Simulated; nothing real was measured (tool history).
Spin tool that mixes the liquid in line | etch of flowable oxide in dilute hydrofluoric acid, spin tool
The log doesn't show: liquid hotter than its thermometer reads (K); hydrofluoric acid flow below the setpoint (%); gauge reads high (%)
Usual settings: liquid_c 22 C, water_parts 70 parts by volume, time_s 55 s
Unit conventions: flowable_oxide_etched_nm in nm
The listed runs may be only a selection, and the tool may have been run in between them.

run	hour	liquid_c	water_parts	time_s	wafers since the last listed run	hours since the thermometer was replaced	hours since the hydrofluoric acid flow meter was replaced	hours since the gauge calibration	read-back film thickness of the flowable oxide reference wafer, read on the same gauge (nm)	flowable_oxide_etched_nm
1	0	22	70	55	0	965.9	377.3	1381	89.97	32.94
2	39.4	22	70	55	648	1005.3	416.7	1420.4	89.99	32.78
3	122.7	20.5	70	55	1371	1088.6	500	1503.7	89.99	30.81
4	185.7	20.5	70	55	1037	1151.6	563	1566.7	89.99	30.74
5	293.3	20.5	70	55	1771	1259.2	670.6	1674.3	90.01	30.6
6	378.5	22	70	55	1402	1344.4	755.8	1759.5	89.99	32.55
7	474.2	22	70	55	1575	1440.1	851.5	1855.2	89.99	32.74
8	548.6	22	70	55	1225	1514.5	925.9	1929.6	90	32.44
9	598.5	22	70	55	821	1564.4	975.8	1979.5	90.02	32.61
# hour 824.5: gauge calibrated
10	842.9	22	70	55	4024	1808.8	1220.2	18.4	90.03	32.27
11	888.9	22	70	55	757	1854.8	1266.2	64.4	90	32.42
# hour 910.5: thermometer replaced
12	930.8	22	70	55	673	20.3	1308.1	106.3	89.96	31.52
13	1021.8	22	70	55	1498	111.3	1399.1	197.3	90	31.06
14	1105.1	22	70	55	1371	194.6	1482.4	280.6	90	31.41
15	1179.1	22	40	55	1218	268.6	1556.4	354.6	90.05	56.83
16	1281.7	23.5	85	55	1689	371.2	1659	457.2	89.99	26.89
17	1365.6	18.5	85	80	1381	455.1	1742.9	541.1	90.01	31.85
# hour 1378.8: hydrofluoric acid flow meter replaced
18	1405.5	22	70	40	640	495	26.7	581	89.98	23.76
19	1459.1	22	70	55	882	548.6	80.3	634.6	89.98	32.63
20	1504.4	20.5	70	55	745	593.9	125.6	679.9	90	30.55
21	1593.5	19.5	100	25	1467	683	214.7	769	89.98	9.02
22	1688.5	22	40	75	1564	778	309.7	864	89.98	80.95
23	1731.7	22	70	55	711	821.2	352.9	907.2	90.01	32.35
24	1833.5	22	95	75	1676	923	454.7	1009	90	31.6
25	1922.9	19.5	95	30	1471	1012.4	544.1	1098.4	90.01	11.4
26	1990.8	24.5	105	80	1117	1080.3	612	1166.3	89.99	33.37
27	2033.4	22	70	55	701	1122.9	654.6	1208.9	90	32.66
28	2111	22	70	55	1277	1200.5	732.2	1286.5	90.04	32.63
29	2158.7	22	70	55	785	1248.2	779.9	1334.2	90.02	32.43
30	2235	25.5	70	80	1256	1324.5	856.2	1410.5	89.99	54.41
31	2334.5	22	70	55	1638	1424	955.7	1510	90.02	32.41
32	2566.8	25	60	30	3824	1656.3	1188	1742.3	89.98	23.53
33	2659	22	45	55	1518	1748.5	1280.2	1834.5	90	52.45

Results for each run, recomputed without the tool's hidden state and with each run's random variation untouched:
run	flowable_oxide_etched_nm
1	32.61
2	32.46
3	30.51
4	30.45
5	30.34
6	32.3
7	32.51
8	32.23
9	32.4
10	32.13
11	32.28
12	32.53
13	32.08
14	32.45
15	58.66
16	27.84
17	32.97
18	23.52
19	32.31
20	30.24
21	8.94
22	80.21
23	32.09
24	31.37
25	11.33
26	33.21
27	32.45
28	32.43
29	32.25
30	54.2
31	32.27
32	23.47
33	52.25
